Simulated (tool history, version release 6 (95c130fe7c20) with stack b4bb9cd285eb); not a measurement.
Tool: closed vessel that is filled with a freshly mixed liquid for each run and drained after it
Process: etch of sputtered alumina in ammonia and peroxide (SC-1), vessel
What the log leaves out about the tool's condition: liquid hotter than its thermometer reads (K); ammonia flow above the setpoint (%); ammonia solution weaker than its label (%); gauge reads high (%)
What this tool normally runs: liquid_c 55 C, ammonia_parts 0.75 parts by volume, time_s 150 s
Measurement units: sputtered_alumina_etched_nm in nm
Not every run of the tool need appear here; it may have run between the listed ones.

run	hour	liquid_c	ammonia_parts	time_s	wafers since the last listed run	hours since the thermometer was replaced	hours since the ammonia flow meter was replaced	hours since the drum of ammonia solution was connected	hours since the gauge calibration	read-back film thickness of the sputtered alumina reference wafer, read on the same gauge (nm)	sputtered_alumina_etched_nm
1	0	55	0.5	150	0	1682.2	1764.8	556.4	82.4	50.02	15.29
2	10	55	0.5	150	1384	1692.2	1774.8	566.4	92.4	49.99	15.37
# hour 54.2: gauge calibrated
3	62.5	55	0.5	150	7268	1744.7	1827.3	618.9	8.3	49.97	15.52
4	76.4	55	0.45	150	1924	1758.6	1841.2	632.8	22.2	50.03	15.11
5	93.3	55	0.75	150	2339	1775.5	1858.1	649.7	39.1	50.04	16.07
6	105.4	55	0.75	150	1675	1787.6	1870.2	661.8	51.2	49.98	15.82
7	117.3	55	0.75	150	1647	1799.5	1882.1	673.7	63.1	50	15.95
8	154.4	55	0.75	150	5136	1836.6	1919.2	710.8	100.2	49.96	15.98
9	160.7	55	0.75	150	872	1842.9	1925.5	717.1	106.5	49.98	16.23
# hour 163.8: new drum of ammonia solution connected
10	171.8	55	0.6	150	1398	1854	1936.6	8	117.6	49.99	15.56
11	185.3	55	0.5	150	1869	1867.5	1950.1	21.5	131.1	49.97	15.32
12	191.5	64.5	1.05	150	858	1873.7	1956.3	27.7	137.3	50.01	27.26
# hour 195.4: thermometer replaced
13	206.1	49	0.75	150	1882	10.7	1970.9	42.3	151.9	49.97	11.37
# hour 207.3: gauge calibrated
14	213.4	60	0.9	205	1010	18	1978.2	49.6	6.1	49.97	28.66
15	224.1	55	0.75	150	1481	28.7	1988.9	60.3	16.8	49.98	16.1
# hour 225.7: ammonia flow meter replaced
16	236.7	55	0.4	95	1606	41.3	11	72.9	29.4	49.98	9.43
17	264.1	55	0.75	150	3793	68.7	38.4	100.3	56.8	50	16.01
18	272.6	50	0.45	150	1176	77.2	46.9	108.8	65.3	50.02	11.7
19	279.4	51	1.05	125	941	84	53.7	115.6	72.1	49.94	11
20	293.8	46.5	1.05	235	1993	98.4	68.1	130	86.5	49.98	16.15
21	303	58.5	0.85	105	1273	107.6	77.3	139.2	95.7	50.01	13.78

Take each entry between the runs: how does the hidden state at the last listed run before it differ from the hidden state at the first listed run after it?
Between runs 2 and 3: gauge calibrated (hour 54.2)
  no hidden state differs between the two runs
Between runs 9 and 10: new drum of ammonia solution connected (hour 163.8)
  no hidden state differs between the two runs
Between runs 12 and 13: thermometer replaced (hour 195.4)
  no hidden state differs between the two runs
Between runs 13 and 14: gauge calibrated (hour 207.3)
  no hidden state differs between the two runs
Between runs 15 and 16: ammonia flow meter replaced (hour 225.7)
  no hidden state differs between the two runs
